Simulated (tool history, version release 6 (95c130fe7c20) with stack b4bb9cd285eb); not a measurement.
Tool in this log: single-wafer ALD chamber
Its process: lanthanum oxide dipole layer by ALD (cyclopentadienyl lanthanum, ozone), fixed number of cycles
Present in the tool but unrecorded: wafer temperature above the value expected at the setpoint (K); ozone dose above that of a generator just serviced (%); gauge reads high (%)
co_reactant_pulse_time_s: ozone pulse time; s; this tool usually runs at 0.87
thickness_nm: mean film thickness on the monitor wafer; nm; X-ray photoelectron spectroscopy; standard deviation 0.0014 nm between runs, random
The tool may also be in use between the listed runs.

run	hour	co_reactant_pulse_time_s	wafers since the last listed run	hours since the last thermocouple change	hours since the last ozone generator service	hours since the showerhead was replaced	hours since the gauge calibration	read-back reference wafer on the same gauge, thickness_nm	thickness_nm
1	0	0.87	0	500.8	500.8	5214.7	488.6	0.482	0.52
2	57.1	1.09	1148	557.9	557.9	5271.8	545.7	0.482	0.574
3	125.4	1.09	1373	626.2	626.2	5340.1	614	0.482	0.569
4	149.5	0.98	484	650.3	650.3	5364.2	638.1	0.482	0.548
5	210.7	0.98	1230	711.5	711.5	5425.4	699.3	0.482	0.551
6	263.3	0.98	1057	764.1	764.1	5478	751.9	0.482	0.547
7	315.3	0.87	1045	816.1	816.1	5530	803.9	0.482	0.516
8	343	0.87	557	843.8	843.8	5557.7	831.6	0.482	0.517
9	407.5	0.87	1297	908.3	908.3	5622.2	896.1	0.482	0.512
10	474.8	0.65	1353	975.6	975.6	5689.5	963.4	0.482	0.413
# hour 516.6: thermocouple changed; heater temperature recalibrated
11	517.1	1.07	689	0.5	1017.9	5731.8	1005.7	0.483	0.565
12	547.7	0.55	615	31.1	1048.5	5762.4	1036.3	0.482	0.339
13	611.8	0.53	1289	95.2	1112.6	5826.5	1100.4	0.482	0.319
14	675.7	0.87	1285	159.1	1176.5	5890.4	1164.3	0.482	0.51
15	705.6	0.54	601	189	1206.4	5920.3	1194.2	0.482	0.325
16	772.7	0.57	1349	256.1	1273.5	5987.4	1261.3	0.482	0.349
# hour 808.3: ozone generator serviced
17	808.8	1.1	565	292.2	0.5	6023.5	1297.4	0.482	0.556
18	834.8	0.73	522	318.2	26.5	6049.5	1323.4	0.482	0.432
19	872.3	1.03	754	355.7	64	6087	1360.9	0.482	0.541
20	921.1	0.71	981	404.5	112.8	6135.8	1409.7	0.482	0.421
# hour 952.3: showerhead replaced
21	966.3	0.67	748	449.7	158	14	1454.9	0.482	0.401
# hour 1015.6: gauge calibrated
22	1021.2	0.62	1104	504.6	212.9	68.9	5.6	0.482	0.367
23	1048.9	0.69	557	532.3	240.6	96.6	33.3	0.482	0.412
24	1091.7	1.09	860	575.1	283.4	139.4	76.1	0.482	0.551
# hour 1104.9: ozone generator serviced, repeated, since the last time left the tool worse
25	1125.3	0.87	514	608.7	20.4	173	109.7	0.482	0.52
26	1168.9	1.08	876	652.3	64	216.6	153.3	0.482	0.572
27	1231.2	1.15	1252	714.6	126.3	278.9	215.6	0.482	0.584
28	1285.3	1.11	1087	768.7	180.4	333	269.7	0.482	0.575
29	1314.2	0.87	581	797.6	209.3	361.9	298.6	0.482	0.521
30	1364.3	0.63	1007	847.7	259.4	412	348.7	0.482	0.406
31	1395.9	0.76	635	879.3	291	443.6	380.3	0.482	0.474
32	1433.9	0.87	764	917.3	329	481.6	418.3	0.482	0.518
33	1464.1	0.87	607	947.5	359.2	511.8	448.5	0.482	0.519

How the hidden state differs across the entries between the runs, from the last listed run before each to the first after it:
In the gap between runs 10 and 11: thermocouple changed; heater temperature recalibrated (hour 516.6)
  ozone dose above that of a generator just serviced (%): -2.98 -> -3.2
  difference, measured minus the result without the unlogged condition, thickness_nm: -0.01 -> -0.007 nm
In the gap between runs 16 and 17: ozone generator serviced (hour 808.3)
  ozone dose above that of a generator just serviced (%): -4.77 -> -9.14
  difference, measured minus the result without the unlogged condition, thickness_nm: -0.016 -> -0.022 nm
In the gap between runs 20 and 21: showerhead replaced (hour 952.3)
  ozone dose above that of a generator just serviced (%): -9.18 -> -9.21
  difference, measured minus the result without the unlogged condition, thickness_nm: -0.033 -> -0.034 nm
In the gap between runs 21 and 22: gauge calibrated (hour 1015.6)
  ozone dose above that of a generator just serviced (%): -9.21 -> -9.26
  difference, measured minus the result without the unlogged condition, thickness_nm: -0.034 -> -0.034 nm
In the gap between runs 24 and 25: ozone generator serviced, repeated, since the last time left the tool worse (hour 1104.9)
  ozone dose above that of a generator just serviced (%): -9.36 -> -0.86
  difference, measured minus the result without the unlogged condition, thickness_nm: -0.023 -> -0.002 nm

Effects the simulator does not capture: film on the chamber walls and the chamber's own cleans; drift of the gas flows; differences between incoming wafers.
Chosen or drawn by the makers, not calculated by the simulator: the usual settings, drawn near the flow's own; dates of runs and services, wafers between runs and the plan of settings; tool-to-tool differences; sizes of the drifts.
